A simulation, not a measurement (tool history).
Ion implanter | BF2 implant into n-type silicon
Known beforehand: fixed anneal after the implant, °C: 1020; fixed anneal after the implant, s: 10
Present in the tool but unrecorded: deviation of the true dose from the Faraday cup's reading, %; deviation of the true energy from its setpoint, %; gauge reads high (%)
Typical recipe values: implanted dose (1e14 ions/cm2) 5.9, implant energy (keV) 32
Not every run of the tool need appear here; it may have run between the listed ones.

run      day  implanted dose (1e14 ions/cm2)  implant energy (keV)  wafers since the last listed run  hours since the last dose calibration  hours since the extraction supply was calibrated  hours since the gauge calibration  read-back reference wafer on the same gauge, sheet resistance  sheet resistance of the implanted and annealed layer (ohm/square)
  1        0                             5.9                    32                                 0                                  605.2                                               329                              826.1                                                          184.1                                                             194.63
  2    2.846                             5.9                    23                              1227                                  673.5                                             397.3                              894.4                                                         183.99                                                             211.72
  3    5.571                             5.9                    23                              1175                                  738.9                                             462.7                              959.8                                                         184.01                                                             211.18
  4   15.675                            5.34                    36                              4359                                  981.4                                             705.2                             1202.3                                                         183.93                                                             208.28
  5   17.662                            5.34                    36                               857                                 1029.1                                             752.9                               1250                                                         183.89                                                             209.79
  6   20.408                            5.34                    36                              1184                                   1095                                             818.8                             1315.9                                                         184.07                                                             208.36
  7   23.088                             5.9                    32                              1155                                 1159.3                                             883.1                             1380.2                                                         183.85                                                             195.36
  8   25.958                             5.9                    32                              1238                                 1228.2                                               952                             1449.1                                                         184.06                                                             197.73
  9       28                             5.9                    32                               880                                 1277.2                                              1001                             1498.1                                                         184.02                                                             196.66
 10   32.188                             5.9                    32                              1806                                 1377.7                                            1101.5                             1598.6                                                         183.75                                                             197.68
 11    35.65                             5.9                    32                              1493                                 1460.8                                            1184.6                             1681.7                                                          183.9                                                             195.93
 12   39.838                             5.9                    32                              1806                                 1561.3                                            1285.1                             1782.2                                                         183.98                                                             196.65
      42.296  -- Faraday cup replaced and dose calibrated
 13   43.346                             5.9                    32                              1369                                   25.2                                            1369.3                             1866.4                                                         183.84                                                             200.47
 14   45.917                             5.9                    32                              1109                                   86.9                                              1431                             1928.1                                                         183.92                                                             200.58
 15   48.392                            6.73                    26                              1067                                  146.3                                            1490.4                             1987.5                                                         183.84                                                             191.12
 16   50.525                            6.91                    32                               920                                  197.5                                            1541.6                             2038.7                                                          183.9                                                             179.34
 17   53.654                            4.34                    39                              1350                                  272.6                                            1616.7                             2113.8                                                            184                                                             254.23
      54.858  -- Faraday cup replaced and dose calibrated, repeated, since the last time left the tool worse
      55.838  -- gauge calibrated
 18   57.804                            5.07                    25                              1646                                   70.7                                            1716.3                               47.2                                                         183.98                                                             228.33
 19   61.146                            4.52                    32                              1441                                  150.9                                            1796.5                              127.4                                                         184.02                                                             241.36
 20   64.792                             5.9                    23                              1573                                  238.4                                              1884                              214.9                                                         183.98                                                             209.65
 21   66.892                            6.91                    32                               906                                  288.8                                            1934.4                              265.3                                                         183.92                                                             174.13
 22   70.021                            6.73                    26                              1350                                  363.9                                            2009.5                              340.4                                                         183.97                                                             187.09
 23    73.95                            6.39                  35.5                              1695                                  458.2                                            2103.8                              434.7                                                         184.06                                                             179.99
 24   77.129                            6.84                    25                              1371                                  534.5                                            2180.1                                511                                                         184.05                                                             187.47
          78  -- extraction supply calibrated
 25   79.742                            4.22                  22.5                               983                                  597.2                                              41.8                              573.7                                                         184.11                                                             269.25
 26   81.829                             5.9                    32                               900                                  647.3                                              91.9                              623.8                                                         184.14                                                             195.16
 27    83.65                             5.9                  22.5                               785                                    691                                             135.6                              667.5                                                         183.85                                                             210.78
 28   87.667                             6.5                    32                              1733                                  787.4                                               232                              763.9                                                         184.17                                                             182.73
 29  100.604                            4.57                    32                              5582                                 1097.9                                             542.5                             1074.4                                                         183.97                                                             241.47

4 options for the next run, each taken on its own from the tool as it stands now. Forecast them:
  A  100.621                             5.9                    32                                 7                                 1098.3                                             542.9                             1074.8                                                              ?                                                                  ?
  B  100.621                             5.9                    39                                 7                                 1098.3                                             542.9                             1074.8                                                              ?                                                                  ?
  C  100.621                            6.68                    32                                 7                                 1098.3                                             542.9                             1074.8                                                              ?                                                                  ?
  D  100.621                            6.87                    40                                 7                                 1098.3                                             542.9                             1074.8                                                              ?                                                                  ?

run  read-back reference wafer on the same gauge, sheet resistance  sheet resistance of the implanted and annealed layer (ohm/square)
  A                                                         184.07                                                             196.88
  B                                                         184.07                                                             190.38
  C                                                         184.07                                                             179.73
  D                                                         184.07                                                             168.03
The same runs, with their run-to-run variation unchanged, on a tool lacking any hidden condition would have given:
run  sheet resistance of the implanted and annealed layer (ohm/square)
  A                                                             193.45
  B                                                             186.83
  C                                                             176.84
  D                                                             165.08

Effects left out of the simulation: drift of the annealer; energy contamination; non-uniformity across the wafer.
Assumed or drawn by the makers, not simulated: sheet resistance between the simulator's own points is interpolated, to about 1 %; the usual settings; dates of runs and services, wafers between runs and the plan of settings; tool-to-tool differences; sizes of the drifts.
